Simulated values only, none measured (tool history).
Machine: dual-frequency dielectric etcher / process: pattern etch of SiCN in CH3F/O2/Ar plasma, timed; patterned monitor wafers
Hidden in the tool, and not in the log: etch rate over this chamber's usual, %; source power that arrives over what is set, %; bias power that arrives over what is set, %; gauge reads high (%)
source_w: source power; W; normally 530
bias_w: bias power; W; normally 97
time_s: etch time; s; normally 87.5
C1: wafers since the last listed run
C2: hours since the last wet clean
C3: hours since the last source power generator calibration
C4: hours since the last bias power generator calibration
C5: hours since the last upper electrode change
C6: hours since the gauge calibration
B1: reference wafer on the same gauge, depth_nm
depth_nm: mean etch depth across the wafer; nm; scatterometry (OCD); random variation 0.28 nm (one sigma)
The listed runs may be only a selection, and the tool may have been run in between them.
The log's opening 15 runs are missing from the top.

{"run": 16, "hour": 844.7, "source_w": 530, "bias_w": 97, "time_s": 87.5, "C1": 100, "C2": 11.5, "C3": 572.9, "C4": 2658.2, "C5": 265.8, "C6": 1636.9, "B1": 43.86, "depth_nm": 48.06}
{"hour": 874.5, "done": "gauge calibrated"}
{"run": 17, "hour": 943.5, "source_w": 590, "bias_w": 97, "time_s": 87.5, "C1": 905, "C2": 110.3, "C3": 671.7, "C4": 2757, "C5": 364.6, "C6": 69, "B1": 41.43, "depth_nm": 47.1}
{"run": 18, "hour": 983.6, "source_w": 570, "bias_w": 97, "time_s": 87.5, "C1": 367, "C2": 150.4, "C3": 711.8, "C4": 2797.1, "C5": 404.7, "C6": 109.1, "B1": 41.56, "depth_nm": 46.33}
{"run": 19, "hour": 1021.0, "source_w": 530, "bias_w": 120, "time_s": 87.5, "C1": 342, "C2": 187.8, "C3": 749.2, "C4": 2834.5, "C5": 442.1, "C6": 146.5, "B1": 41.68, "depth_nm": 49.05}
{"run": 20, "hour": 1081.5, "source_w": 450, "bias_w": 107, "time_s": 70.5, "C1": 554, "C2": 248.3, "C3": 809.7, "C4": 2895, "C5": 502.6, "C6": 207, "B1": 41.95, "depth_nm": 35.88}
{"hour": 1117.5, "done": "bias power generator calibrated"}
{"run": 21, "hour": 1118.0, "source_w": 400, "bias_w": 97, "time_s": 87.5, "C1": 297, "C2": 284.8, "C3": 846.2, "C4": 0.5, "C5": 539.1, "C6": 243.5, "B1": 42.21, "depth_nm": 42.3}
{"run": 22, "hour": 1153.2, "source_w": 530, "bias_w": 97, "time_s": 99.5, "C1": 322, "C2": 320, "C3": 881.4, "C4": 35.7, "C5": 574.3, "C6": 278.7, "B1": 42.3, "depth_nm": 52.65}
{"run": 23, "hour": 1216.9, "source_w": 530, "bias_w": 115, "time_s": 72.5, "C1": 583, "C2": 383.7, "C3": 945.1, "C4": 99.4, "C5": 638, "C6": 342.4, "B1": 42.45, "depth_nm": 41.01}
{"hour": 1247.9, "done": "wet clean of the chamber"}
{"run": 24, "hour": 1252.4, "source_w": 430, "bias_w": 117, "time_s": 96.5, "C1": 105, "C2": 4.5, "C3": 980.6, "C4": 134.9, "C5": 673.5, "C6": 377.9, "B1": 42.52, "depth_nm": 50.44}
{"run": 25, "hour": 1322.8, "source_w": 460, "bias_w": 112, "time_s": 103.5, "C1": 645, "C2": 74.9, "C3": 1051, "C4": 205.3, "C5": 743.9, "C6": 448.3, "B1": 42.77, "depth_nm": 55.46}
{"run": 26, "hour": 1374.9, "source_w": 530, "bias_w": 118, "time_s": 87.5, "C1": 477, "C2": 127, "C3": 1103.1, "C4": 257.4, "C5": 796, "C6": 500.4, "B1": 42.66, "depth_nm": 49.82}
{"run": 27, "hour": 1425.0, "source_w": 530, "bias_w": 85, "time_s": 67.5, "C1": 459, "C2": 177.1, "C3": 1153.2, "C4": 307.5, "C5": 846.1, "C6": 550.5, "B1": 42.99, "depth_nm": 34.43}
{"run": 28, "hour": 1487.7, "source_w": 450, "bias_w": 105, "time_s": 87.5, "C1": 574, "C2": 239.8, "C3": 1215.9, "C4": 370.2, "C5": 908.8, "C6": 613.2, "B1": 42.96, "depth_nm": 45.78}
{"run": 29, "hour": 1537.0, "source_w": 490, "bias_w": 97, "time_s": 87.5, "C1": 451, "C2": 289.1, "C3": 1265.2, "C4": 419.5, "C5": 958.1, "C6": 662.5, "B1": 43.27, "depth_nm": 46.2}
{"run": 30, "hour": 1576.2, "source_w": 530, "bias_w": 97, "time_s": 87.5, "C1": 359, "C2": 328.3, "C3": 1304.4, "C4": 458.7, "C5": 997.3, "C6": 701.7, "B1": 43.15, "depth_nm": 47.3}

Each row is a separate what-if for the run after 30, all from the same tool condition, not one after another. Results?
{"run": "A", "hour": 1576.6, "source_w": 530, "bias_w": 97, "time_s": 87.5, "C1": 3, "C2": 328.7, "C3": 1304.8, "C4": 459.1, "C5": 997.7, "C6": 702.1, "B1": "?", "depth_nm": "?"}
{"run": "B", "hour": 1576.6, "source_w": 530, "bias_w": 97, "time_s": 62, "C1": 3, "C2": 328.7, "C3": 1304.8, "C4": 459.1, "C5": 997.7, "C6": 702.1, "B1": "?", "depth_nm": "?"}
{"run": "C", "hour": 1576.6, "source_w": 530, "bias_w": 74, "time_s": 87.5, "C1": 3, "C2": 328.7, "C3": 1304.8, "C4": 459.1, "C5": 997.7, "C6": 702.1, "B1": "?", "depth_nm": "?"}
{"run": "D", "hour": 1576.6, "source_w": 530, "bias_w": 97, "time_s": 65.5, "C1": 3, "C2": 328.7, "C3": 1304.8, "C4": 459.1, "C5": 997.7, "C6": 702.1, "B1": "?", "depth_nm": "?"}

run=A B1=43.23 depth_nm=47.3
run=B B1=43.23 depth_nm=33.51
run=C B1=43.23 depth_nm=43.46
run=D B1=43.23 depth_nm=35.41
Take away the tool's hidden state, keep each run's random variation, and the runs would have read:
run=A depth_nm=45.13
run=B depth_nm=31.98
run=C depth_nm=41.47
run=D depth_nm=33.78
